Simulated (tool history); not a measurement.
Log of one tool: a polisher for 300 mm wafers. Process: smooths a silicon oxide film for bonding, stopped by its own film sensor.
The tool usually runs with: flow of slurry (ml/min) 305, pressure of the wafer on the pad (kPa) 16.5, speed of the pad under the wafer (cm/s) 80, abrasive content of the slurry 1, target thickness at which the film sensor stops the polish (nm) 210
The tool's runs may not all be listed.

run   hour  flow of slurry (ml/min)  pressure of the wafer on the pad (kPa)  speed of the pad under the wafer (cm/s)  abrasive content of the slurry  target thickness at which the film sensor stops the polish (nm)  incoming thickness of the incoming film, nm  time until the film sensor stopped the polish (s)
  1      0                      305                                    16.5                                       80                               1                                                              210                                        246.1                                               66.3
      40.4  -- worn pad replaced by a new one
  2   67.9                      305                                    16.5                                       80                               1                                                              210                                        246.6                                               68.5
      72.3  -- slurry blender recalibrated
  3  165.1                      305                                    16.5                                       80                               1                                                              210                                        251.4                                               78.1
  4  217.3                      305                                    16.5                                       80                               1                                                              210                                          248                                               72.3
     223.4  -- slurry nozzle cleaned
     227.5  -- worn pad replaced by a new one
  5  255.8                      305                                    16.5                                       80                               1                                                              210                                        249.1                                               71.4
     326.4  -- head pressure recalibrated
  6    354                      270                                    16.5                                       80                               1                                                              220                                        245.4                                               48.5
  7  438.8                      270                                    16.5                                       80                               1                                                              220                                        253.5                                               64.8
     474.7  -- worn pad replaced by a new one
     496.7  -- slurry blender recalibrated
     499.3  -- slurry nozzle cleaned
  8    530                      270                                    16.5                                       80                               1                                                              220                                        249.9                                               55.7
  9  604.6                      215                                    12.4                                       80                               1                                                              210                                        252.5                                              105.9
 10    668                      305                                    19.3                                       66                            1.15                                                              220                                          252                                               59.1
     685.9  -- worn pad replaced by a new one
     729.6  -- head pressure recalibrated
 11  760.9                      305                                    16.5                                       80                               1                                                              210                                        245.7                                               68.5
 12  799.5                      305                                    16.5                                       80                               1                                                              210                                        249.2                                                 78

What will run 13 give?
     805.6  -- slurry nozzle cleaned
 13  877.1                      305                                    17.9                                       64                               1                                                              210                                        251.2                                                  ?

time until the film sensor stopped the polish (s): 85.9
The same run, on a tool lacking any hidden state, would have yielded time until the film sensor stopped the polish (s) 84.9.
